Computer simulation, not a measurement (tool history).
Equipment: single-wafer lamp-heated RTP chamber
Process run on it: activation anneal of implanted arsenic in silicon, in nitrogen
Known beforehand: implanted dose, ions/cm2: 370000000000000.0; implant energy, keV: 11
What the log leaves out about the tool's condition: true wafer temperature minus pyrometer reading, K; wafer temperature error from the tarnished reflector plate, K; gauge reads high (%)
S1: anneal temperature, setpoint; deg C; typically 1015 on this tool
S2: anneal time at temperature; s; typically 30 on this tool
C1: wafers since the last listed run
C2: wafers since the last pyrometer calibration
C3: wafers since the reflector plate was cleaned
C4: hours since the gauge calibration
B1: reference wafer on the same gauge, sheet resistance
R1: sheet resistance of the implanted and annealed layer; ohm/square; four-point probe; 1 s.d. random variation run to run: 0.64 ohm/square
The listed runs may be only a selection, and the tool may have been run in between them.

| run | hour | S1 | S2 | C1 | C2 | C3 | C4 | B1 | R1 |
|---|---|---|---|---|---|---|---|---|---|
| 1 | 0.0 | 1015 | 30 | 0 | 7 | 1765 | 275.6 | 221.16 | 257.96 |
| 2 | 11.8 | 1015 | 30 | 167 | 174 | 1932 | 287.4 | 221.05 | 258.64 |
| 3 | 23.8 | 1015 | 30 | 170 | 345 | 2103 | 299.4 | 221.07 | 257.64 |
| 4 | 38.6 | 1015 | 30 | 210 | 555 | 2313 | 314.2 | 221.04 | 257.10 |
| 5 | 52.8 | 1015 | 44 | 201 | 756 | 2514 | 328.4 | 221.01 | 253.24 |
| 6 | 68.7 | 1015 | 30 | 225 | 982 | 2740 | 344.3 | 221.05 | 257.76 |
| 7 | 84.7 | 1015 | 30 | 227 | 1209 | 2967 | 360.3 | 220.90 | 257.75 |
|  | 95.3 | reflector plate cleaned |
| 8 | 95.8 | 1015 | 30 | 44 | 1253 | 7 | 371.4 | 220.90 | 256.96 |
| 9 | 107.6 | 1015 | 30 | 167 | 1421 | 174 | 383.2 | 220.93 | 257.80 |
| 10 | 120.4 | 1028 | 30 | 181 | 1602 | 356 | 396.0 | 221.09 | 253.53 |
| 11 | 136.8 | 1028 | 30 | 232 | 1835 | 589 | 412.4 | 220.89 | 253.16 |
| 12 | 151.0 | 1006 | 30 | 201 | 2037 | 790 | 426.6 | 221.02 | 258.75 |
| 13 | 165.7 | 1006 | 30 | 208 | 2245 | 999 | 441.3 | 221.04 | 259.90 |
| 14 | 176.2 | 1015 | 30 | 149 | 2394 | 1148 | 451.8 | 221.06 | 256.70 |
| 15 | 188.0 | 999 | 30 | 167 | 2562 | 1315 | 463.6 | 221.20 | 260.34 |
|  | 192.6 | gauge calibrated |
| 16 | 204.0 | 999 | 30 | 227 | 2789 | 1542 | 11.4 | 220.78 | 260.78 |
| 17 | 211.3 | 999 | 30 | 103 | 2893 | 1646 | 18.7 | 221.11 | 261.53 |
| 18 | 227.1 | 1030 | 30 | 224 | 3117 | 1870 | 34.5 | 220.96 | 252.51 |
| 19 | 279.5 | 1006 | 37 | 743 | 3861 | 2614 | 86.9 | 220.86 | 257.13 |
| 20 | 295.7 | 1041 | 41 | 229 | 4091 | 2844 | 103.1 | 221.00 | 243.38 |
| 21 | 306.8 | 1015 | 30 | 157 | 4248 | 3001 | 114.2 | 220.93 | 256.36 |
| 22 | 313.3 | 1033 | 43 | 92 | 4340 | 3094 | 120.7 | 220.99 | 244.40 |
| 23 | 324.1 | 1015 | 30 | 153 | 4494 | 3247 | 131.5 | 221.13 | 256.41 |
| 24 | 335.9 | 1015 | 36 | 167 | 4661 | 3415 | 143.3 | 221.11 | 252.79 |
| 25 | 345.7 | 996 | 22 | 139 | 4800 | 3554 | 153.1 | 220.89 | 263.57 |

Predict the results of run 26:
|  | 356.4 | reflector plate cleaned |
| 26 | 362.6 | 1000 | 18 | 126 | 4927 | 87 | 170.0 | ? | ? |

Run 26 produced B1 220.86, R1 264.21 ohm/square.
With the hidden condition absent and the run-to-run variation left alone, this run would have shown R1 266.04 ohm/square.
